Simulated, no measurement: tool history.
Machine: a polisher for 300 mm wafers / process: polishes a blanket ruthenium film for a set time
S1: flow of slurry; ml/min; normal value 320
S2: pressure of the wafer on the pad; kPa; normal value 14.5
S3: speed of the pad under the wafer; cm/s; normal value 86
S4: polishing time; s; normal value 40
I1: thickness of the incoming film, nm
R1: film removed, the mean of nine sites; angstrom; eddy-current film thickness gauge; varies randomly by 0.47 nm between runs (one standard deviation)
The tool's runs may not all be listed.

| run | day | S1 | S2 | S3 | S4 | I1 | R1 |
|---|---|---|---|---|---|---|---|
| 1 | 0 | 320 | 14.5 | 86 | 40 | 320 | 319 |
| 2 | 0.746 | 320 | 14.5 | 86 | 40 | 319.3 | 304 |
| 3 | 1.175 | 320 | 17.9 | 86 | 40 | 321.7 | 376 |
|  | 3.183 | worn pad replaced by a new one |
| 4 | 3.342 | 320 | 17.9 | 86 | 40 | 321.9 | 374 |
| 5 | 3.783 | 320 | 17.9 | 86 | 40 | 316.1 | 381 |
| 6 | 4.317 | 320 | 14.5 | 86 | 37 | 321.7 | 274 |
| 7 | 4.579 | 320 | 14.5 | 86 | 37 | 319.9 | 276 |
| 8 | 5.283 | 320 | 14.5 | 86 | 40 | 325.3 | 299 |
| 9 | 5.888 | 320 | 14.5 | 86 | 46 | 316.7 | 341 |
|  | 6.471 | slurry nozzle cleaned |
| 10 | 6.492 | 320 | 14.5 | 86 | 46 | 318.5 | 336 |
|  | 7.117 | worn pad replaced by a new one |
| 11 | 7.138 | 320 | 14.5 | 86 | 46 | 326.3 | 336 |
| 12 | 7.471 | 320 | 14.5 | 94 | 40 | 319.7 | 318 |
| 13 | 7.771 | 320 | 14.5 | 86 | 40 | 324.4 | 297 |
|  | 8.371 | head pressure recalibrated |
| 14 | 8.392 | 320 | 14.5 | 86 | 40 | 317 | 340 |
| 15 | 8.712 | 390 | 17.9 | 112 | 54 | 322.8 | 742 |
| 16 | 9.329 | 320 | 14.5 | 100 | 40 | 320 | 397 |
| 17 | 9.8 | 320 | 14.5 | 86 | 40 | 322.4 | 335 |
| 18 | 10.55 | 320 | 17.9 | 102 | 40 | 318.7 | 498 |
| 19 | 11.258 | 320 | 13.1 | 62 | 40 | 321.1 | 220 |
| 20 | 11.621 | 210 | 17.2 | 110 | 40 | 317.2 | 496 |
| 21 | 11.896 | 285 | 14.5 | 86 | 40 | 315 | 332 |
|  | 12.088 | worn pad replaced by a new one |
| 22 | 12.604 | 215 | 14.5 | 114 | 34 | 319.5 | 370 |
| 23 | 13.142 | 320 | 14.5 | 86 | 40 | 319 | 346 |
| 24 | 13.433 | 320 | 11.7 | 86 | 46 | 318.2 | 317 |
| 25 | 14.104 | 405 | 14.5 | 86 | 40 | 319.1 | 345 |

Forecast each of these 5 alternatives for the next run:
| A | 14.121 | 320 | 14.5 | 86 | 31 | 321.1 | ? |
| B | 14.121 | 320 | 14.5 | 106 | 28 | 321.1 | ? |
| C | 14.121 | 320 | 14.5 | 68 | 53 | 321.1 | ? |
| D | 14.121 | 320 | 15.9 | 56 | 40 | 321.1 | ? |
| E | 14.121 | 270 | 10.3 | 86 | 40 | 321.1 | ? |

| run | R1 |
|---|---|
| A | 262 |
| B | 292 |
| C | 355 |
| D | 241 |
| E | 238 |
Stripped of hidden state, with their random variation kept, the same runs would have yielded:
| run | R1 |
|---|---|
| A | 266 |
| B | 297 |
| C | 360 |
| D | 245 |
| E | 241 |

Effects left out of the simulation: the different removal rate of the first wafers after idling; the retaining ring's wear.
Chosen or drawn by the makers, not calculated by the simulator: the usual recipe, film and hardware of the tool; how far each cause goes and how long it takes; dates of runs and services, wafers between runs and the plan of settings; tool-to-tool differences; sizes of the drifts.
